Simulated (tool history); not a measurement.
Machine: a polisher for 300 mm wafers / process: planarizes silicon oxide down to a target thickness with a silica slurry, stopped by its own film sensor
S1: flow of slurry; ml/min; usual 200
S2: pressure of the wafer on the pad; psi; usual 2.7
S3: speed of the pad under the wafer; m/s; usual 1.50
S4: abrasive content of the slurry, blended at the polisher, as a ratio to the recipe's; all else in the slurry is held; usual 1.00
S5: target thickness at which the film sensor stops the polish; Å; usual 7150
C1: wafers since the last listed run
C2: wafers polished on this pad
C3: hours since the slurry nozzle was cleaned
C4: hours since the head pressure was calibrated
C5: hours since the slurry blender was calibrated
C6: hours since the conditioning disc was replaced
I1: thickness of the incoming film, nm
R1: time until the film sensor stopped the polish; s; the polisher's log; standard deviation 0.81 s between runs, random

run,hour,S1,S2,S3,S4,S5,C1,C2,C3,C4,C5,C6,I1,R1
1,0.0,200,2.7,1.50,1.00,7150,0,54,298.0,403.4,275.5,258.1,971.5,67.2
# hour 34.1: head pressure recalibrated
# hour 68.4: slurry nozzle cleaned
# hour 184.0: slurry blender recalibrated
2,188.6,200,2.7,1.50,1.00,7150,2042,2097,120.2,154.5,4.6,446.7,951.4,70.3
# hour 203.8: conditioning disc replaced and pad reconditioned
3,236.1,200,2.7,1.50,1.00,7150,506,2603,167.7,202.0,52.1,32.3,941.8,68.3
4,297.5,200,2.7,1.50,1.00,7150,683,3286,229.1,263.4,113.5,93.7,941.3,68.4
# hour 382.9: worn pad replaced by a new one
# hour 407.9: head pressure recalibrated
5,440.4,200,2.7,1.50,1.00,7150,1523,617,372.0,32.5,256.4,236.6,955.2,69.2
6,469.0,200,3.3,1.50,1.00,7150,318,936,400.6,61.1,285.0,265.2,961.2,59.6
# hour 534.7: slurry nozzle cleaned
7,535.2,200,3.3,1.50,1.00,7150,725,1661,0.5,127.3,351.2,331.4,953.6,57.9
8,600.1,165,3.4,1.20,0.80,7150,722,2383,65.4,192.2,416.1,396.3,945.0,70.1
# hour 619.6: slurry blender recalibrated
9,636.6,200,2.7,1.10,1.00,7150,383,2767,101.9,228.7,17.0,432.8,939.4,79.6
# hour 674.9: conditioning disc replaced and pad reconditioned
10,691.9,165,2.7,1.28,0.90,6870,593,3360,157.2,284.0,72.3,17.0,948.2,92.8
11,730.7,200,2.5,1.50,0.75,7150,431,3792,196.0,322.8,111.1,55.8,952.6,89.9
# hour 766.8: head pressure recalibrated
12,789.2,170,2.4,1.74,1.10,7150,628,4421,254.5,22.4,169.6,114.3,959.9,82.0
13,835.1,230,2.7,1.50,1.00,7150,510,4931,300.4,68.3,215.5,160.2,955.0,79.3
# hour 852.8: worn pad replaced by a new one
14,868.9,200,2.7,1.50,0.80,7370,331,178,334.2,102.1,249.3,194.0,961.9,73.8
15,936.5,200,2.7,1.50,0.85,7150,752,930,401.8,169.7,316.9,261.6,956.0,76.5
16,972.7,200,2.7,1.50,1.00,7150,402,1333,438.0,205.9,353.1,297.8,948.7,68.7
# hour 996.6: slurry nozzle cleaned
17,1018.3,200,3.4,1.50,1.20,7800,496,1829,21.7,251.5,398.7,343.4,935.6,33.6
# hour 1046.4: slurry blender recalibrated
18,1061.1,200,2.7,1.50,1.00,7150,453,2283,64.5,294.3,14.7,386.2,955.8,70.6
# hour 1089.9: conditioning disc replaced and pad reconditioned
19,1128.4,220,2.7,1.28,1.00,7150,726,3010,131.8,361.6,82.0,38.5,936.0,70.4
20,1190.8,200,2.7,1.50,1.00,7150,694,3704,194.2,424.0,144.4,100.9,945.8,67.1
# hour 1196.4: head pressure recalibrated
# hour 1234.3: worn pad replaced by a new one
21,1247.9,160,2.7,1.50,1.15,7150,568,151,251.3,51.5,201.5,158.0,958.9,70.0

Run 22 comes next. What will it give?
22,1315.6,200,3.1,1.50,1.00,7650,753,904,319.0,119.2,269.2,225.7,959.0,?

Logged for run 22: R1 51.1 s.
If the tool had no hidden condition, the same run with the same run-to-run variation would have returned R1 48.4 s.

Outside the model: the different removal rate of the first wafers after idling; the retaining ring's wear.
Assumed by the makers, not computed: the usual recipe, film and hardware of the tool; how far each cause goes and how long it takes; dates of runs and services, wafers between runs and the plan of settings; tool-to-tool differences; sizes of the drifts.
